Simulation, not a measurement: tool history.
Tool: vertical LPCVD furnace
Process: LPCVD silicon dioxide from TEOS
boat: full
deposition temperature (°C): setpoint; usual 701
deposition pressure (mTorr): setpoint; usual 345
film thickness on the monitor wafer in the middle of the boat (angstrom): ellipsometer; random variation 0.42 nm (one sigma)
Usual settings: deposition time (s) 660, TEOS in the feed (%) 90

| run | hour | deposition temperature (°C) | deposition pressure (mTorr) | deposition time (s) | TEOS in the feed (%) | read-back reference wafer on the same gauge, thickness | film thickness on the monitor wafer in the middle of the boat (angstrom) |
|---|---|---|---|---|---|---|---|
| 1 | 0.0 | 701 | 345 | 660 | 90 | 92.08 | 1055.4 |
| 2 | 257.5 | 701 | 345 | 660 | 90 | 92.00 | 1049.1 |
| 3 | 308.9 | 701 | 345 | 660 | 90 | 92.11 | 1045.2 |
| 4 | 369.0 | 701 | 345 | 660 | 90 | 92.15 | 1047.7 |
| 5 | 475.9 | 701 | 345 | 660 | 90 | 92.01 | 1049.4 |
| 6 | 550.6 | 701 | 345 | 660 | 90 | 92.23 | 1056.6 |
| 7 | 614.6 | 701 | 345 | 660 | 90 | 92.02 | 1052.9 |
| 8 | 770.1 | 701 | 345 | 660 | 90 | 92.09 | 1061.8 |
|  | 868.9 | TEOS flow controller replaced |
| 9 | 869.4 | 701 | 425 | 660 | 97 | 92.03 | 1211.7 |
| 10 | 927.3 | 701 | 345 | 660 | 78 | 92.03 | 983.2 |
| 11 | 1009.0 | 701 | 345 | 660 | 90 | 92.26 | 1052.7 |
|  | 1071.4 | thermocouples replaced and temperature profile calibrated |
| 12 | 1072.4 | 701 | 345 | 660 | 90 | 92.00 | 1002.5 |
| 13 | 1124.7 | 693 | 410 | 780 | 79 | 92.01 | 1001.0 |
| 14 | 1161.3 | 701 | 345 | 660 | 90 | 92.06 | 1014.9 |
|  | 1205.1 | pressure gauge zeroed |
| 15 | 1406.2 | 701 | 425 | 570 | 97 | 92.18 | 1007.2 |
| 16 | 1471.5 | 701 | 345 | 660 | 90 | 92.14 | 1015.0 |
| 17 | 1536.1 | 701 | 345 | 660 | 90 | 91.98 | 1022.8 |
| 18 | 1634.8 | 696 | 370 | 480 | 90 | 92.15 | 681.9 |
| 19 | 1684.1 | 701 | 380 | 660 | 97 | 92.00 | 1107.0 |
|  | 1716.8 | gauge calibrated |
| 20 | 1738.9 | 704 | 280 | 660 | 97 | 92.13 | 1029.9 |
| 21 | 1800.2 | 701 | 345 | 660 | 73 | 92.10 | 922.9 |
| 22 | 1906.0 | 696 | 345 | 660 | 90 | 92.00 | 917.9 |
| 23 | 1971.1 | 709 | 345 | 660 | 90 | 92.14 | 1241.5 |
| 24 | 2067.2 | 701 | 345 | 660 | 90 | 92.08 | 1039.7 |
| 25 | 2143.1 | 692 | 370 | 480 | 81 | 92.11 | 604.2 |
| 26 | 2212.5 | 701 | 345 | 660 | 90 | 92.00 | 1041.4 |
| 27 | 2286.7 | 701 | 345 | 660 | 90 | 92.01 | 1046.1 |
| 28 | 2371.9 | 701 | 305 | 660 | 90 | 92.13 | 985.1 |
| 29 | 2438.3 | 701 | 345 | 480 | 90 | 92.09 | 759.7 |
| 30 | 2746.2 | 701 | 345 | 660 | 76 | 92.16 | 959.2 |
| 31 | 2815.7 | 701 | 345 | 660 | 82 | 92.14 | 1001.9 |

4 ways to go on from here, each from the tool as it stands after run 31. What would each give?
| A | 2819.6 | 692 | 345 | 660 | 90 | ? | ? |
| B | 2819.6 | 701 | 290 | 660 | 97 | ? | ? |
| C | 2819.6 | 694 | 290 | 480 | 79 | ? | ? |
| D | 2819.6 | 693 | 265 | 780 | 90 | ? | ? |

| run | read-back reference wafer on the same gauge, thickness | film thickness on the monitor wafer in the middle of the boat (angstrom) |
|---|---|---|
| A | 92.04 | 854.4 |
| B | 92.04 | 1007.1 |
| C | 92.04 | 561.6 |
| D | 92.04 | 911.6 |
Without the tool's hidden state the same runs would have given:
| run | film thickness on the monitor wafer in the middle of the boat (angstrom) |
|---|---|
| A | 799.5 |
| B | 939.6 |
| C | 523.6 |
| D | 847.9 |
